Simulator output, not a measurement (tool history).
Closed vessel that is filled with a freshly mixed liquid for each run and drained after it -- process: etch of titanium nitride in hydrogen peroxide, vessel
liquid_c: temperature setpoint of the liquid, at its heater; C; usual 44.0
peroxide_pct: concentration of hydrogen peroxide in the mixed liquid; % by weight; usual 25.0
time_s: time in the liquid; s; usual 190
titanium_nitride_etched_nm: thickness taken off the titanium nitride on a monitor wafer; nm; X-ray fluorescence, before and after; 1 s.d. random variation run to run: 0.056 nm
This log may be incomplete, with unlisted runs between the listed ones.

run,hour,liquid_c,peroxide_pct,time_s,"read-back film thickness of the titanium nitride reference wafer, read on the same gauge (nm)",titanium_nitride_etched_nm
1,0.0,50.5,27.5,190,70.01,18.94
2,85.4,50.5,27.5,190,70.01,18.73
# hour 164.3: thermometer replaced
3,165.2,49.0,23.0,190,69.99,16.32
4,214.2,44.0,25.0,190,70.00,11.41
5,264.0,44.0,25.0,190,70.01,11.39
6,322.7,44.0,25.0,190,70.00,11.47
7,417.9,44.0,28.0,190,70.00,11.68
8,473.3,44.0,28.0,190,69.99,11.64
9,538.1,44.0,28.0,190,69.99,11.64
10,576.1,47.5,25.0,190,70.00,14.85
# hour 616.3: gauge calibrated
11,678.0,36.5,20.5,85,70.00,2.73
# hour 755.8: peroxide flow meter replaced
12,776.9,44.0,25.0,190,70.00,11.11
13,824.2,44.0,25.0,190,70.00,11.05
14,914.1,44.0,25.0,190,70.01,11.02
# hour 928.8: new drum of peroxide connected
15,982.4,34.5,22.5,105,69.99,2.94
16,1027.1,50.5,27.5,190,69.99,18.71
17,1087.7,40.0,20.0,120,69.99,5.05
18,1132.5,50.5,27.5,190,69.98,18.63
19,1210.8,44.0,19.5,190,70.00,10.74
20,1280.3,44.0,20.0,120,69.99,6.75
21,1371.2,35.5,27.5,295,69.98,9.36
22,1476.4,40.0,25.0,190,70.01,8.33
# hour 1526.0: thermometer replaced
23,1555.3,44.0,25.0,190,70.01,11.33
24,1834.4,51.0,25.0,190,70.01,18.77
25,1916.2,44.0,25.0,190,70.00,11.20
26,2017.9,51.0,25.0,190,70.00,18.78
27,2111.2,35.0,28.0,305,70.02,9.25
28,2148.0,44.0,30.0,190,70.00,11.62

Selected run-to-run steps in titanium_nitride_etched_nm, each split into two signed amounts: the part the tool would show with no hidden state at all (from settings, incoming material and random variation), and the remainder, which goes to the hidden state together with any gauge scatter not common to the measured and the hidden-state-free results:
Hidden state at play: liquid hotter than its thermometer reads (K); peroxide flow above the setpoint (%); peroxide weaker than its label (%); gauge reads high (%).
Run 11 -> 12: liquid_c 36.5 -> 44.0, peroxide_pct 20.5 -> 25.0, time_s 85 -> 190, peroxide flow meter replaced. titanium_nitride_etched_nm +8.38 nm: hidden state -0.22, all else +8.60.
Run 14 -> 15: liquid_c 44.0 -> 34.5, peroxide_pct 25.0 -> 22.5, time_s 190 -> 105, new drum of peroxide connected. titanium_nitride_etched_nm -8.08 nm: hidden state +0.20, all else -8.28.
Run 15 -> 16: liquid_c 34.5 -> 50.5, peroxide_pct 22.5 -> 27.5, time_s 105 -> 190. titanium_nitride_etched_nm +15.77 nm: hidden state +0.01, all else +15.76.
Run 16 -> 17: liquid_c 50.5 -> 40.0, peroxide_pct 27.5 -> 20.0, time_s 190 -> 120. titanium_nitride_etched_nm -13.66 nm: hidden state -0.01, all else -13.65.
